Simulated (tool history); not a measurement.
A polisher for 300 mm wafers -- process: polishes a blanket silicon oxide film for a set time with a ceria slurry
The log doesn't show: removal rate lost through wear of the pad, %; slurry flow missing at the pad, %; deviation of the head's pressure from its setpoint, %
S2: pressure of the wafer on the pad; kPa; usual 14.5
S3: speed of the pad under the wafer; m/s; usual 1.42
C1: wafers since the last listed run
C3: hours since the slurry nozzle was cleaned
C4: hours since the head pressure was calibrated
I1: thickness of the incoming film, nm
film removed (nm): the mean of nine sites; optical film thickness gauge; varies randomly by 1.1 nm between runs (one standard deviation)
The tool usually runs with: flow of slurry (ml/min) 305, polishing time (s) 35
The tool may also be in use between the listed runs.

Run 1, hour 0: usual settings but S3 1.12 m/s; C1 0; wafers polished on this pad 531; C3 388.7; C4 122.5; I1 1350.9. Result: film removed (nm) 110.9.
Run 2, hour 26.8: usual settings; C1 214; wafers polished on this pad 746; C3 415.5; C4 149.3; I1 1355.7. Result: film removed (nm) 132.
Run 3, hour 64.8: usual settings; C1 304; wafers polished on this pad 1051; C3 453.5; C4 187.3; I1 1381.1. Result: film removed (nm) 129.5.
Run 4, hour 97.1: usual settings; C1 258; wafers polished on this pad 1310; C3 485.8; C4 219.6; I1 1380.1. Result: film removed (nm) 129.8.
Run 5, hour 156.4: usual settings; C1 475; wafers polished on this pad 1785; C3 545.1; C4 278.9; I1 1360.5. Result: film removed (nm) 129.7.
Run 6, hour 221.1: usual settings but S2 15.9 kPa; C1 518; wafers polished on this pad 2303; C3 609.8; C4 343.6; I1 1342.4. Result: film removed (nm) 140.8.
Run 7, hour 283.3: usual settings but S2 15.9 kPa; C1 498; wafers polished on this pad 2802; C3 672; C4 405.8; I1 1345.7. Result: film removed (nm) 140.3.
Run 8, hour 338: usual settings but S2 15.9 kPa; C1 438; wafers polished on this pad 3240; C3 726.7; C4 460.5; I1 1385.6. Result: film removed (nm) 138.9.
Run 9, hour 398.9: usual settings; C1 488; wafers polished on this pad 3728; C3 787.6; C4 521.4; I1 1381.6. Result: film removed (nm) 127.2.
At hour 408.1: worn pad replaced by a new one, of another model than before.
Run 10, hour 455.5: usual settings; C1 421; wafers polished on this pad 379; C3 844.2; C4 578; I1 1365.2. Result: film removed (nm) 126.4.
At hour 466.4: slurry nozzle cleaned.
Run 11, hour 485.3: usual settings; C1 230; wafers polished on this pad 610; C3 18.9; C4 607.8; I1 1344.6. Result: film removed (nm) 126.6.
Run 12, hour 551.8: usual settings; C1 532; wafers polished on this pad 1143; C3 85.4; C4 674.3; I1 1382.5. Result: film removed (nm) 125.2.
At hour 568.3: head pressure recalibrated.
Run 13, hour 602.2: usual settings; C1 387; wafers polished on this pad 1531; C3 135.8; C4 33.9; I1 1370.3. Result: film removed (nm) 130.8.
Run 14, hour 636.5: usual settings but S3 1.08 m/s, polishing time (s) 38; C1 274; wafers polished on this pad 1806; C3 170.1; C4 68.2; I1 1373.1. Result: film removed (nm) 110.7.
Run 15, hour 673.7: usual settings but S3 1.68 m/s; C1 298; wafers polished on this pad 2104; C3 207.3; C4 105.4; I1 1381.9. Result: film removed (nm) 153.8.
Run 16, hour 699.5: usual settings; C1 206; wafers polished on this pad 2311; C3 233.1; C4 131.2; I1 1369.6. Result: film removed (nm) 130.1.
Run 17, hour 759.5: usual settings but flow of slurry (ml/min) 380, S3 1.1 m/s, polishing time (s) 40; C1 480; wafers polished on this pad 2791; C3 293.1; C4 191.2; I1 1371.3. Result: film removed (nm) 121.3.
At hour 827.2: worn pad replaced by a new one.
Run 18, hour 852.2: usual settings but flow of slurry (ml/min) 405, S3 1.58 m/s, polishing time (s) 26; C1 710; wafers polished on this pad 200; C3 385.8; C4 283.9; I1 1360.6. Result: film removed (nm) 109.9.
Run 19, hour 880.2: usual settings; C1 224; wafers polished on this pad 424; C3 413.8; C4 311.9; I1 1368.6. Result: film removed (nm) 130.9.
Run 20, hour 907.2: usual settings but polishing time (s) 41; C1 216; wafers polished on this pad 641; C3 440.8; C4 338.9; I1 1370. Result: film removed (nm) 152.2.
Run 21, hour 964.5: usual settings but S2 11 kPa, polishing time (s) 46; C1 459; wafers polished on this pad 1100; C3 498.1; C4 396.2; I1 1349.6. Result: film removed (nm) 138.1.
Run 22, hour 1012.9: usual settings but S2 15.9 kPa; C1 387; wafers polished on this pad 1488; C3 546.5; C4 444.6; I1 1365.1. Result: film removed (nm) 136.
Run 23, hour 1070.1: usual settings but flow of slurry (ml/min) 370, S2 16.5 kPa, S3 1.22 m/s, polishing time (s) 46; C1 458; wafers polished on this pad 1946; C3 603.7; C4 501.8; I1 1368.4. Result: film removed (nm) 167.8.
At hour 1116.2: head pressure recalibrated.
Run 24, hour 1129.4: usual settings but flow of slurry (ml/min) 270, S2 13.1 kPa, S3 1.72 m/s, polishing time (s) 40; C1 459; wafers polished on this pad 2405; C3 663; C4 13.2; I1 1372.5. Result: film removed (nm) 163.4.
Run 25, hour 1196.5: usual settings but polishing time (s) 45; C1 537; wafers polished on this pad 2943; C3 730.1; C4 80.3; I1 1363.1. Result: film removed (nm) 168.7.
Run 26, hour 1262.8: usual settings; C1 531; wafers polished on this pad 3475; C3 796.4; C4 146.6; I1 1365.3. Result: film removed (nm) 130.4.
At hour 1294: worn pad replaced by a new one.
Run 27, hour 1312.6: usual settings; C1 367; wafers polished on this pad 148; C3 846.2; C4 196.4; I1 1381.3. Result: film removed (nm) 130.3.
Run 28, hour 1381: usual settings; C1 548; wafers polished on this pad 696; C3 914.6; C4 264.8; I1 1390.2. Result: film removed (nm) 130.3.
At hour 1390.7: slurry nozzle cleaned.
Run 29, hour 1416.2: usual settings but flow of slurry (ml/min) 215, S2 11 kPa, S3 0.94 m/s, polishing time (s) 27; C1 274; wafers polished on this pad 971; C3 25.5; C4 300; I1 1363.3. Result: film removed (nm) 53.4.
Run 30, hour 1468.1: usual settings but flow of slurry (ml/min) 260, polishing time (s) 24; C1 415; wafers polished on this pad 1386; C3 77.4; C4 351.9; I1 1350.1. Result: film removed (nm) 85.6.
Run 31, hour 1515.6: usual settings but flow of slurry (ml/min) 260, polishing time (s) 32; C1 380; wafers polished on this pad 1767; C3 124.9; C4 399.4; I1 1355.2. Result: film removed (nm) 115.2.
Run 32, hour 1587.6: usual settings; C1 577; wafers polished on this pad 2344; C3 196.9; C4 471.4; I1 1382.3. Result: film removed (nm) 130.3.
Run 33, hour 1612: usual settings but polishing time (s) 26; C1 195; wafers polished on this pad 2540; C3 221.3; C4 495.8; I1 1352.7. Result: film removed (nm) 95.9.
Run 34, hour 1680.9: usual settings but flow of slurry (ml/min) 225, S2 17.2 kPa, polishing time (s) 39; C1 552; wafers polished on this pad 3092; C3 290.2; C4 564.7; I1 1379.2. Result: film removed (nm) 154.1.
At hour 1685.1: head pressure recalibrated.
At hour 1719: worn pad replaced by a new one.
Run 35, hour 1729.5: usual settings; C1 341; wafers polished on this pad 84; C3 338.8; C4 44.4; I1 1388.3. Result: film removed (nm) 131.9.
Run 36, hour 1768.1: usual settings but S2 10.3 kPa, S3 1.84 m/s; C1 309; wafers polished on this pad 393; C3 377.4; C4 83; I1 1368. Result: film removed (nm) 130.7.
Run 37, hour 1823.3: usual settings but flow of slurry (ml/min) 245, S2 15.9 kPa, S3 1.88 m/s, polishing time (s) 42; C1 442; wafers polished on this pad 836; C3 432.6; C4 138.2; I1 1352.3. Result: film removed (nm) 209.8.

For some of the steps in film removed (nm) from one run to the next: how much would appear even if the tool had no hidden state, given the settings, what came in and random variation, and how much remains for the hidden state plus any gauge scatter that the measured result and the result without hidden state don't share?
Run 12 -> 13: head pressure recalibrated. film removed (nm) +5.6: hidden state +5.3, all else +0.3.
Run 23 -> 24: flow of slurry (ml/min) 370 -> 270, S2 16.5 -> 13.1, S3 1.22 -> 1.72, polishing time (s) 46 -> 40, head pressure recalibrated. film removed (nm) -4.4: hidden state +2.9, all else -7.3.
Run 28 -> 29: flow of slurry (ml/min) 305 -> 215, S2 14.5 -> 11, S3 1.42 -> 0.94, polishing time (s) 35 -> 27, slurry nozzle cleaned. film removed (nm) -76.9: hidden state +0.4, all else -77.3.
Run 33 -> 34: flow of slurry (ml/min) 305 -> 225, S2 14.5 -> 17.2, polishing time (s) 26 -> 39. film removed (nm) +58.2: hidden state -2, all else +60.2.
Run 34 -> 35: flow of slurry (ml/min) 225 -> 305, S2 17.2 -> 14.5, polishing time (s) 39 -> 35, head pressure recalibrated, worn pad replaced by a new one. film removed (nm) -22.2: hidden state +3.8, all else -26.
Run 36 -> 37: flow of slurry (ml/min) 305 -> 245, S2 10.3 -> 15.9, S3 1.84 -> 1.88, polishing time (s) 35 -> 42. film removed (nm) +79.1: hidden state -0.2, all else +79.3.

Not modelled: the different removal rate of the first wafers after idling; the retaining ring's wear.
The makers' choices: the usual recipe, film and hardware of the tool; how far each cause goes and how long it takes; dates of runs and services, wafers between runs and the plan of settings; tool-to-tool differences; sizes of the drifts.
